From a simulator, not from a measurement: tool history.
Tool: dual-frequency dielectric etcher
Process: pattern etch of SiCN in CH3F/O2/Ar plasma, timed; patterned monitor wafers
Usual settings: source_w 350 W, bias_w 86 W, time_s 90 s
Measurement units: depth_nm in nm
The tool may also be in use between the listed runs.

run,hour,source_w,bias_w,time_s,wafers since the last listed run,hours since the last wet clean,hours since the last source power generator calibration,hours since the last bias power generator calibration,hours since the last upper electrode change,hours since the gauge calibration,"read-back reference wafer on the same gauge, depth_nm",depth_nm
1,0,350,86,109.5,0,372.1,4126.1,756,1673.5,491.7,43.42,45.48
# hour 82.6: wet clean of the chamber
2,83.1,350,86,109.5,469,0.5,4209.2,839.1,1756.6,574.8,43.34,45.16
3,143.7,350,86,90,481,61.1,4269.8,899.7,1817.2,635.4,43.3,37.46
4,220.1,350,86,90,606,137.5,4346.2,976.1,1893.6,711.8,43.29,36.97
5,280.2,350,86,90,477,197.6,4406.3,1036.2,1953.7,771.9,43.22,37.27
6,323.1,350,86,90,340,240.5,4449.2,1079.1,1996.6,814.8,43.16,36.98
7,388.4,350,86,90,518,305.8,4514.5,1144.4,2061.9,880.1,43.1,36.78
# hour 549.7: wet clean of the chamber
8,698.9,350,86,90,2275,149.2,4825,1454.9,2372.4,1190.6,42.79,36.71
9,757.8,350,86,90,467,208.1,4883.9,1513.8,2431.3,1249.5,42.73,36.92
10,862.5,350,86,90,831,312.8,4988.6,1618.5,2536,1354.2,42.58,36.45
11,924.1,350,86,90,489,374.4,5050.2,1680.1,2597.6,1415.8,42.48,36.54
# hour 951.4: upper electrode replaced
# hour 982.3: bias power generator calibrated
# hour 987.1: source power generator calibrated
12,987.6,350,86,83.5,250,437.9,0.5,5.3,36.2,1479.3,42.4,33.72
13,1042.7,350,86,83.5,437,493,55.6,60.4,91.3,1534.4,42.28,33.61
# hour 1095.6: wet clean of the chamber
14,1139.2,350,86,83.5,575,43.6,152.1,156.9,187.8,1630.9,42.14,33.43
# hour 1233.8: gauge calibrated
15,1239.4,350,86,69.5,795,143.8,252.3,257.1,288,5.6,43.47,28.71
16,1320.5,260,107,106,643,224.9,333.4,338.2,369.1,86.7,43.39,39.84
17,1412.7,350,86,90,732,317.1,425.6,430.4,461.3,178.9,43.47,37.19
18,1468.8,350,77,90,445,373.2,481.7,486.5,517.4,235,43.43,36.43
# hour 1534.3: wet clean of the chamber
19,1535.1,290,101,90,335,0.8,548,552.8,583.7,301.3,43.39,35.22
20,1575.1,390,69,71.5,317,40.8,588,592.8,623.7,341.3,43.36,29.34
21,1654.9,350,86,90,633,120.6,667.8,672.6,703.5,421.1,43.34,37.02
22,1749.1,430,86,90,748,214.8,762,766.8,797.7,515.3,43.31,41.05
23,1804.9,350,86,90,443,270.6,817.8,822.6,853.5,571.1,43.27,37.14
24,1867,350,93,112.5,493,332.7,879.9,884.7,915.6,633.2,43.25,47.19
25,1918.8,350,86,70.5,411,384.5,931.7,936.5,967.4,685,43.2,29.09
26,2021.1,350,86,90,812,486.8,1034,1038.8,1069.7,787.3,43.12,36.67
# hour 2101.9: wet clean of the chamber
27,2102.4,420,72,81,455,0.5,1115.3,1120.1,1151,868.6,43.08,34.85
28,2206.9,350,86,90,829,105,1219.8,1224.6,1255.5,973.1,42.96,36.98
29,2270.2,380,93,76,502,168.3,1283.1,1287.9,1318.8,1036.4,42.91,33.15

4 ways to go on from here, each from the tool as it stands after run 29. What would each give?
A,2270.6,350,71,90,3,168.7,1283.5,1288.3,1319.2,1036.8,?,?
B,2270.6,430,93,90,3,168.7,1283.5,1288.3,1319.2,1036.8,?,?
C,2270.6,350,86,114.5,3,168.7,1283.5,1288.3,1319.2,1036.8,?,?
D,2270.6,270,79,90,3,168.7,1283.5,1288.3,1319.2,1036.8,?,?

run,"read-back reference wafer on the same gauge, depth_nm",depth_nm
A,42.94,34.77
B,42.94,41.62
C,42.94,46.65
D,42.94,30.97
Without the tool's unlogged condition, the same runs would have read:
run,depth_nm
A,35.17
B,42.1
C,47.19
D,31.33
